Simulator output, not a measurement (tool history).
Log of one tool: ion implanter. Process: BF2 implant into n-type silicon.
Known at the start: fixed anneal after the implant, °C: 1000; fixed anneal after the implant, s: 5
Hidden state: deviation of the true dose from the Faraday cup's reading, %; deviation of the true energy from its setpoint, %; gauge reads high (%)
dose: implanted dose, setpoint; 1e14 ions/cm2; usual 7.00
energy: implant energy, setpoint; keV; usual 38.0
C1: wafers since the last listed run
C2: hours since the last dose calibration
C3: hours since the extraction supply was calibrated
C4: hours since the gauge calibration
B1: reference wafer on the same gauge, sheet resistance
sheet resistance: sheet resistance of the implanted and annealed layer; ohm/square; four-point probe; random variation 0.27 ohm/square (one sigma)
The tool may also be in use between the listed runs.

run 1 hour=0.0 | dose=7.00 energy=38.0 | C1=0 C2=798.7 C3=6225.9 C4=441.3 | B1=199.00 | sheet_resistance=178.94
run 2 hour=29.0 | dose=7.00 energy=38.0 | C1=595 C2=827.7 C3=6254.9 C4=470.3 | B1=198.93 | sheet_resistance=178.64
run 3 hour=70.1 | dose=7.00 energy=38.0 | C1=844 C2=868.8 C3=6296.0 C4=511.4 | B1=199.06 | sheet_resistance=178.98
run 4 hour=100.3 | dose=7.00 energy=38.0 | C1=620 C2=899.0 C3=6326.2 C4=541.6 | B1=198.90 | sheet_resistance=178.42
run 5 hour=130.5 | dose=7.00 energy=38.0 | C1=620 C2=929.2 C3=6356.4 C4=571.8 | B1=198.94 | sheet_resistance=178.63
-- hour=138.7 Faraday cup replaced and dose calibrated
run 6 hour=175.0 | dose=7.00 energy=46.0 | C1=750 C2=36.3 C3=6400.9 C4=616.3 | B1=199.13 | sheet_resistance=171.48
run 7 hour=205.9 | dose=7.00 energy=46.0 | C1=634 C2=67.2 C3=6431.8 C4=647.2 | B1=198.92 | sheet_resistance=171.61
run 8 hour=270.3 | dose=7.00 energy=31.5 | C1=1323 C2=131.6 C3=6496.2 C4=711.6 | B1=199.07 | sheet_resistance=192.20
run 9 hour=296.7 | dose=7.00 energy=31.5 | C1=542 C2=158.0 C3=6522.6 C4=738.0 | B1=199.07 | sheet_resistance=191.85
run 10 hour=331.6 | dose=7.00 energy=31.5 | C1=717 C2=192.9 C3=6557.5 C4=772.9 | B1=198.97 | sheet_resistance=192.08
run 11 hour=372.7 | dose=7.00 energy=38.0 | C1=844 C2=234.0 C3=6598.6 C4=814.0 | B1=198.94 | sheet_resistance=179.66
run 12 hour=425.6 | dose=7.00 energy=38.0 | C1=1087 C2=286.9 C3=6651.5 C4=866.9 | B1=198.98 | sheet_resistance=179.49
run 13 hour=491.3 | dose=7.00 energy=38.0 | C1=1350 C2=352.6 C3=6717.2 C4=932.6 | B1=199.07 | sheet_resistance=179.68
run 14 hour=558.2 | dose=7.70 energy=38.0 | C1=1374 C2=419.5 C3=6784.1 C4=999.5 | B1=199.07 | sheet_resistance=170.09
run 15 hour=614.1 | dose=7.70 energy=38.0 | C1=1148 C2=475.4 C3=6840.0 C4=1055.4 | B1=199.03 | sheet_resistance=170.24
run 16 hour=671.2 | dose=7.70 energy=38.0 | C1=1173 C2=532.5 C3=6897.1 C4=1112.5 | B1=199.05 | sheet_resistance=169.67
run 17 hour=807.9 | dose=6.34 energy=34.0 | C1=2809 C2=669.2 C3=7033.8 C4=1249.2 | B1=198.98 | sheet_resistance=195.35
run 18 hour=860.2 | dose=7.00 energy=38.0 | C1=1074 C2=721.5 C3=7086.1 C4=1301.5 | B1=198.95 | sheet_resistance=178.36
run 19 hour=925.7 | dose=7.00 energy=43.5 | C1=1345 C2=787.0 C3=7151.6 C4=1367.0 | B1=198.96 | sheet_resistance=171.07
run 20 hour=971.8 | dose=7.00 energy=42.0 | C1=947 C2=833.1 C3=7197.7 C4=1413.1 | B1=199.05 | sheet_resistance=173.04
run 21 hour=1021.4 | dose=7.00 energy=38.0 | C1=1019 C2=882.7 C3=7247.3 C4=1462.7 | B1=198.99 | sheet_resistance=178.02
-- hour=1065.5 extraction supply calibrated
-- hour=1073.6 Faraday cup replaced and dose calibrated
run 22 hour=1074.1 | dose=7.00 energy=38.0 | C1=754 C2=0.5 C3=8.6 C4=1515.4 | B1=199.00 | sheet_resistance=180.08
run 23 hour=1105.3 | dose=7.00 energy=31.5 | C1=641 C2=31.7 C3=39.8 C4=1546.6 | B1=199.03 | sheet_resistance=192.10
-- hour=1145.8 gauge calibrated
run 24 hour=1148.1 | dose=5.79 energy=27.5 | C1=879 C2=74.5 C3=82.6 C4=2.3 | B1=198.99 | sheet_resistance=222.23
run 25 hour=1209.8 | dose=7.00 energy=46.0 | C1=1267 C2=136.2 C3=144.3 C4=64.0 | B1=199.03 | sheet_resistance=170.51
run 26 hour=1239.6 | dose=5.98 energy=48.0 | C1=612 C2=166.0 C3=174.1 C4=93.8 | B1=198.92 | sheet_resistance=189.94
run 27 hour=1277.8 | dose=8.09 energy=46.0 | C1=784 C2=204.2 C3=212.3 C4=132.0 | B1=199.10 | sheet_resistance=156.45
run 28 hour=1319.5 | dose=7.00 energy=38.0 | C1=856 C2=245.9 C3=254.0 C4=173.7 | B1=199.02 | sheet_resistance=179.43
run 29 hour=1352.6 | dose=7.53 energy=50.5 | C1=680 C2=279.0 C3=287.1 C4=206.8 | B1=198.92 | sheet_resistance=159.87
run 30 hour=1414.5 | dose=5.71 energy=38.0 | C1=1271 C2=340.9 C3=349.0 C4=268.7 | B1=198.96 | sheet_resistance=204.04
run 31 hour=1446.8 | dose=7.00 energy=38.0 | C1=663 C2=373.2 C3=381.3 C4=301.0 | B1=199.03 | sheet_resistance=178.97
run 32 hour=1492.1 | dose=6.01 energy=43.0 | C1=930 C2=418.5 C3=426.6 C4=346.3 | B1=198.97 | sheet_resistance=191.32

What the log doesn't show, run by run:
deviation of the true energy from its setpoint, %: 0 in every run
gauge reads high (%): 0 in every run
H1: deviation of the true dose from the Faraday cup's reading, %
run=1 H1=1.67
run=2 H1=1.75
run=3 H1=1.86
run=4 H1=1.94
run=5 H1=2.03
run=6 H1=0.218
run=7 H1=0.303
run=8 H1=0.479
run=9 H1=0.552
run=10 H1=0.648
run=11 H1=0.76
run=12 H1=0.906
run=13 H1=1.09
run=14 H1=1.27
run=15 H1=1.42
run=16 H1=1.58
run=17 H1=1.95
run=18 H1=2.1
run=19 H1=2.28
run=20 H1=2.4
run=21 H1=2.54
run=22 H1=0.459
run=23 H1=0.545
run=24 H1=0.662
run=25 H1=0.832
run=26 H1=0.913
run=27 H1=1.02
run=28 H1=1.13
run=29 H1=1.22
run=30 H1=1.39
run=31 H1=1.48
run=32 H1=1.61
